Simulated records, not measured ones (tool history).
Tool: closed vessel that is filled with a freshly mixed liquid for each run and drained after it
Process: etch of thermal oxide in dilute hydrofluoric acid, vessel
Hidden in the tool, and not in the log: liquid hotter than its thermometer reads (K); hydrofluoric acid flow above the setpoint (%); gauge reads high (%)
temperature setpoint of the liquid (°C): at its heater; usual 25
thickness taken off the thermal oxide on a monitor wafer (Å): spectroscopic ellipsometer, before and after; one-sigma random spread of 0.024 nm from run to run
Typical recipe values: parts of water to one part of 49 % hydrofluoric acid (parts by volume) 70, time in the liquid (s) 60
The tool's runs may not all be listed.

run,hour,temperature setpoint of the liquid (°C),parts of water to one part of 49 % hydrofluoric acid (parts by volume),time in the liquid (s),wafers since the last listed run,hours since the thermometer was replaced,hours since the hydrofluoric acid flow meter was replaced,hours since the gauge calibration,"read-back film thickness of the thermal oxide reference wafer, read on the same gauge (nm)",thickness taken off the thermal oxide on a monitor wafer (Å)
1,0,25,70,60,0,279.4,715.1,1027.6,68.23,36.11
2,28.4,25,70,60,2049,307.8,743.5,1056,68.155,36.49
3,100.2,26.5,70,60,5182,379.6,815.3,1127.8,68.006,38.24
4,141.8,26.5,70,60,3002,421.2,856.9,1169.4,67.932,38.28
5,179,25,70,35,2684,458.4,894.1,1206.6,67.82,20.9
6,230,25,70,35,3680,509.4,945.1,1257.6,67.691,20.99
7,266.5,25,50,40,2634,545.9,981.6,1294.1,67.623,34.26
8,322.1,25,70,60,4012,601.5,1037.2,1349.7,67.506,35.5
9,369,25,70,60,3385,648.4,1084.1,1396.6,67.381,35.28
10,406.1,25,70,75,2677,685.5,1121.2,1433.7,67.305,44.31
11,453.5,25,70,75,3421,732.9,1168.6,1481.1,67.222,44.21
# hour 561.6: gauge calibrated
12,565.4,25,70,75,8076,844.8,1280.5,3.8,69.64,45.94
# hour 578.8: thermometer replaced
13,596.2,25,70,60,2150,17.4,1311.3,34.6,69.593,37.1
14,623.5,25,70,60,1970,44.7,1338.6,61.9,69.538,36.72
15,671.7,25,70,80,3478,92.9,1386.8,110.1,69.417,48.51
16,700.9,27.5,70,60,2107,122.1,1416,139.3,69.345,40.54
# hour 756.9: hydrofluoric acid flow meter replaced
17,761.2,22,70,60,4280,182.4,4.3,199.6,69.189,32.35
18,804.2,29,55,40,3103,225.4,47.3,242.6,69.092,36.73
19,875.2,25,70,30,5124,296.4,118.3,313.6,68.916,18.25
20,921,29.5,85,60,3305,342.2,164.1,359.4,68.812,35.07
21,974.6,25,95,60,3868,395.8,217.7,413,68.705,25.69
22,1092,25,50,60,8473,513.2,335.1,530.4,68.423,51.36
23,1159.5,28,70,90,4871,580.7,402.6,597.9,68.274,60.83
24,1216.4,25,70,60,4106,637.6,459.5,654.8,68.136,36.16
25,1261.5,25,70,60,3255,682.7,504.6,699.9,68.024,36.04
26,1320.6,27.5,85,30,4265,741.8,563.7,759,67.872,15.97
27,1371.6,21.5,45,85,3680,792.8,614.7,810,67.811,70.49
28,1401.1,25,90,60,2129,822.3,644.2,839.5,67.722,27.13
29,1455.8,23.5,70,60,3947,877,698.9,894.2,67.551,33.91
30,1483.8,27.5,60,40,2020,905,726.9,922.2,67.554,31.13
31,1549.4,29.5,40,70,4734,970.6,792.5,987.8,67.396,92.39
# hour 1553.7: thermometer replaced
32,1581.4,28.5,70,75,2237,27.7,824.5,1019.8,67.286,51.73
33,1719.2,25,70,60,9945,165.5,962.3,1157.6,66.964,35.43
34,1767,23,70,70,3449,213.3,1010.1,1205.4,66.884,37.97

Branching from run 34: 4 alternative next runs. What would each branch give?
A,1767.7,25,70,95,50,214,1010.8,1206.1,?,?
B,1767.7,20,40,45,50,214,1010.8,1206.1,?,?
C,1767.7,22,70,75,50,214,1010.8,1206.1,?,?
D,1767.7,27.5,70,30,50,214,1010.8,1206.1,?,?

run,"read-back film thickness of the thermal oxide reference wafer, read on the same gauge (nm)",thickness taken off the thermal oxide on a monitor wafer (Å)
A,66.874,55.62
B,66.874,38.92
C,66.874,38.87
D,66.874,19.4
Without the tool's unlogged condition, the same runs would have read:
run,thickness taken off the thermal oxide on a monitor wafer (Å)
A,58.23
B,40.75
C,40.69
D,20.31
